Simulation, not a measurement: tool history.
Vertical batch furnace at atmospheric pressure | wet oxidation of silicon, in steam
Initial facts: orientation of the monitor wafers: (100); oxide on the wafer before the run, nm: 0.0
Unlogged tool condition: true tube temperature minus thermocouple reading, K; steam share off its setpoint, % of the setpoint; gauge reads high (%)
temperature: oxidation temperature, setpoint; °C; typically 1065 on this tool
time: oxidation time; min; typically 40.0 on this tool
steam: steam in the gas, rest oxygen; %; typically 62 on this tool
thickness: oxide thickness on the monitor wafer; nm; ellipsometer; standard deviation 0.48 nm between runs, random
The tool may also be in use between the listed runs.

run	hour	temperature	time	steam	wafers since the last listed run	hours since the last temperature calibration	hours since the steam generator was serviced	hours since the gauge calibration	read-back reference wafer on the same gauge, thickness	thickness
1	0.0	1065	40.0	62	0	3570.6	2366.8	510.4	373.97	317.08
2	29.3	1065	40.0	62	336	3599.9	2396.1	539.7	373.88	316.81
3	80.7	1065	40.0	62	590	3651.3	2447.5	591.1	374.03	318.06
4	159.0	1065	40.0	62	898	3729.6	2525.8	669.4	374.02	316.31
5	240.7	1065	40.0	62	937	3811.3	2607.5	751.1	374.00	316.05
6	276.6	1065	40.0	62	412	3847.2	2643.4	787.0	374.00	316.32
7	306.0	1047	40.0	62	337	3876.6	2672.8	816.4	374.11	283.87
8	359.4	1047	40.0	62	613	3930.0	2726.2	869.8	373.92	283.65
# hour 374.2: gauge calibrated
9	374.3	1065	40.0	65	171	3944.9	2741.1	0.1	373.92	325.57
10	406.8	1065	40.0	65	373	3977.4	2773.6	32.6	373.93	326.23
11	430.8	1065	40.0	65	275	4001.4	2797.6	56.6	374.08	324.89
# hour 487.0: thermocouples replaced and temperature profile calibrated
12	499.2	1065	40.0	62	509	12.2	2866.0	125.0	374.03	306.22
# hour 540.8: steam generator serviced
13	541.3	1065	40.0	62	207	54.3	0.5	167.1	374.08	316.82
14	561.7	1053	40.0	71	234	74.7	20.9	187.5	374.02	321.67
15	578.3	1057	40.0	73	190	91.3	37.5	204.1	373.95	335.57
16	600.0	1065	40.0	62	249	113.0	59.2	225.8	374.11	317.28
17	617.2	1065	40.0	69	197	130.2	76.4	243.0	374.01	338.16
18	648.1	1058	59.0	69	354	161.1	107.3	273.9	373.94	414.16
19	674.6	1065	40.0	62	304	187.6	133.8	300.4	373.97	317.07
20	700.2	1050	40.0	57	293	213.2	159.4	326.0	374.04	273.91
21	718.7	1083	53.5	62	212	231.7	177.9	344.5	373.98	416.20
22	743.6	1086	23.0	68	285	256.6	202.8	369.4	373.98	267.13
23	758.0	1065	40.0	62	165	271.0	217.2	383.8	374.00	316.94
24	773.6	1082	58.0	62	179	286.6	232.8	399.4	373.87	434.05
25	802.9	1072	40.0	62	336	315.9	262.1	428.7	373.94	329.93
26	833.1	1065	40.0	52	346	346.1	292.3	458.9	374.01	282.39

Predict each of these 4 candidate next runs independently; none follows another, all start after run 26:
A	837.2	1073	40.0	62	47	350.2	296.4	463.0	?	?
B	837.2	1086	34.5	56	47	350.2	296.4	463.0	?	?
C	837.2	1087	56.5	71	47	350.2	296.4	463.0	?	?
D	837.2	1085	34.5	62	47	350.2	296.4	463.0	?	?

run	read-back reference wafer on the same gauge, thickness	thickness
A	373.95	331.40
B	373.95	304.58
C	373.95	473.32
D	373.95	322.54
Without the tool's hidden state the same runs would have given:
run	thickness
A	333.86
B	306.87
C	476.82
D	324.95
